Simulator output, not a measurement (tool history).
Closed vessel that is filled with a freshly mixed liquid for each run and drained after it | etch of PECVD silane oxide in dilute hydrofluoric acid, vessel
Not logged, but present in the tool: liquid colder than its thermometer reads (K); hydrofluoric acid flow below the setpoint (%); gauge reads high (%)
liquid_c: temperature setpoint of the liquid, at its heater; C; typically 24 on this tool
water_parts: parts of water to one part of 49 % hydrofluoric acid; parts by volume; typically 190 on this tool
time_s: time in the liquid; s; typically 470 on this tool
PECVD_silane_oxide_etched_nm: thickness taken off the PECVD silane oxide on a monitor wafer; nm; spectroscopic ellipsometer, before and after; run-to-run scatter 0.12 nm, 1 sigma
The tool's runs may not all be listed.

| run | hour | liquid_c | water_parts | time_s | wafers since the last listed run | hours since the thermometer was replaced | hours since the hydrofluoric acid flow meter was replaced | hours since the gauge calibration | read-back film thickness of the PECVD silane oxide reference wafer, read on the same gauge (nm) | PECVD_silane_oxide_etched_nm |
|---|---|---|---|---|---|---|---|---|---|---|
| 1 | 0 | 24 | 190 | 470 | 0 | 1826.7 | 2160.3 | 242.1 | 109.98 | 28.2 |
| 2 | 15.1 | 24 | 190 | 470 | 1424 | 1841.8 | 2175.4 | 257.2 | 110 | 28.13 |
| 3 | 30.6 | 24 | 190 | 470 | 1462 | 1857.3 | 2190.9 | 272.7 | 109.96 | 28.01 |
| 4 | 39 | 24 | 190 | 470 | 792 | 1865.7 | 2199.3 | 281.1 | 109.97 | 28.08 |
| 5 | 48.3 | 24 | 190 | 470 | 877 | 1875 | 2208.6 | 290.4 | 109.95 | 28.15 |
| 6 | 58.6 | 24 | 230 | 470 | 971 | 1885.3 | 2218.9 | 300.7 | 110.03 | 22.21 |
| 7 | 73.1 | 24 | 230 | 470 | 1367 | 1899.8 | 2233.4 | 315.2 | 110.01 | 21.99 |
| 8 | 84.7 | 24 | 230 | 470 | 1094 | 1911.4 | 2245 | 326.8 | 109.97 | 22.03 |
| 9 | 100.1 | 24 | 190 | 470 | 1452 | 1926.8 | 2260.4 | 342.2 | 110.01 | 27.87 |
| 10 | 107.6 | 24 | 190 | 470 | 707 | 1934.3 | 2267.9 | 349.7 | 109.99 | 28.05 |
| 11 | 154.9 | 24 | 190 | 470 | 4462 | 1981.6 | 2315.2 | 397 | 110.01 | 27.53 |
| 12 | 162.8 | 24 | 190 | 470 | 745 | 1989.5 | 2323.1 | 404.9 | 110.01 | 27.76 |
| 13 | 178.2 | 24 | 190 | 470 | 1452 | 2004.9 | 2338.5 | 420.3 | 110.03 | 27.5 |
| 14 | 193.7 | 25.5 | 190 | 470 | 1462 | 2020.4 | 2354 | 435.8 | 110 | 29.24 |
|  | 200.9 | gauge calibrated |
| 15 | 206 | 25.5 | 190 | 470 | 1160 | 2032.7 | 2366.3 | 5.1 | 109.97 | 29.16 |
| 16 | 217.5 | 21 | 135 | 470 | 1084 | 2044.2 | 2377.8 | 16.6 | 109.99 | 36.63 |
| 17 | 234.3 | 24 | 190 | 470 | 1584 | 2061 | 2394.6 | 33.4 | 110.02 | 27.48 |
| 18 | 247.9 | 26 | 190 | 650 | 1282 | 2074.6 | 2408.2 | 47 | 110.01 | 40.79 |
| 19 | 264.8 | 24 | 110 | 220 | 1594 | 2091.5 | 2425.1 | 63.9 | 109.99 | 24.36 |
| 20 | 274.9 | 28.5 | 100 | 690 | 952 | 2101.6 | 2435.2 | 74 | 110.02 | 102.12 |
|  | 280.9 | thermometer replaced |
| 21 | 281.9 | 24 | 155 | 585 | 566 | 1 | 2442.2 | 81 | 110.01 | 47.29 |
|  | 285.4 | hydrofluoric acid flow meter replaced |
| 22 | 298.4 | 24 | 190 | 470 | 1462 | 17.5 | 13 | 97.5 | 110 | 35.12 |
| 23 | 308 | 20.5 | 190 | 580 | 905 | 27.1 | 22.6 | 107.1 | 110.01 | 38.03 |
| 24 | 325.2 | 26 | 140 | 590 | 1622 | 44.3 | 39.8 | 124.3 | 109.98 | 68.19 |
| 25 | 365.1 | 24 | 120 | 700 | 3763 | 84.2 | 79.7 | 164.2 | 110.02 | 89.39 |
| 26 | 379 | 28.5 | 280 | 345 | 1311 | 98.1 | 93.6 | 178.1 | 109.96 | 18.39 |
| 27 | 393.7 | 24 | 190 | 470 | 1386 | 112.8 | 108.3 | 192.8 | 110.03 | 34.77 |
| 28 | 400.6 | 20.5 | 165 | 250 | 650 | 119.7 | 115.2 | 199.7 | 110 | 19.18 |
| 29 | 406.8 | 20 | 245 | 285 | 584 | 125.9 | 121.4 | 205.9 | 110 | 13.27 |
| 30 | 422.5 | 24 | 190 | 470 | 1481 | 141.6 | 137.1 | 221.6 | 109.98 | 34.56 |
| 31 | 435 | 25.5 | 120 | 470 | 1179 | 154.1 | 149.6 | 234.1 | 110.01 | 63.18 |

5 options for the next run, each taken on its own from the tool as it stands now. Forecast them:
| A | 435.8 | 24 | 100 | 470 | 75 | 154.9 | 150.4 | 234.9 | ? | ? |
| B | 435.8 | 20 | 140 | 285 | 75 | 154.9 | 150.4 | 234.9 | ? | ? |
| C | 435.8 | 24 | 155 | 200 | 75 | 154.9 | 150.4 | 234.9 | ? | ? |
| D | 435.8 | 26 | 145 | 280 | 75 | 154.9 | 150.4 | 234.9 | ? | ? |
| E | 435.8 | 24 | 190 | 640 | 75 | 154.9 | 150.4 | 234.9 | ? | ? |

| run | read-back film thickness of the PECVD silane oxide reference wafer, read on the same gauge (nm) | PECVD_silane_oxide_etched_nm |
|---|---|---|
| A | 109.97 | 73.4 |
| B | 109.97 | 25.89 |
| C | 109.97 | 18.88 |
| D | 109.97 | 30.84 |
| E | 109.97 | 47.4 |
The same runs, with their run-to-run variation unchanged, on a tool lacking any hidden condition would have given:
| run | PECVD_silane_oxide_etched_nm |
|---|---|
| A | 76.01 |
| B | 26.83 |
| C | 19.56 |
| D | 31.94 |
| E | 49.1 |
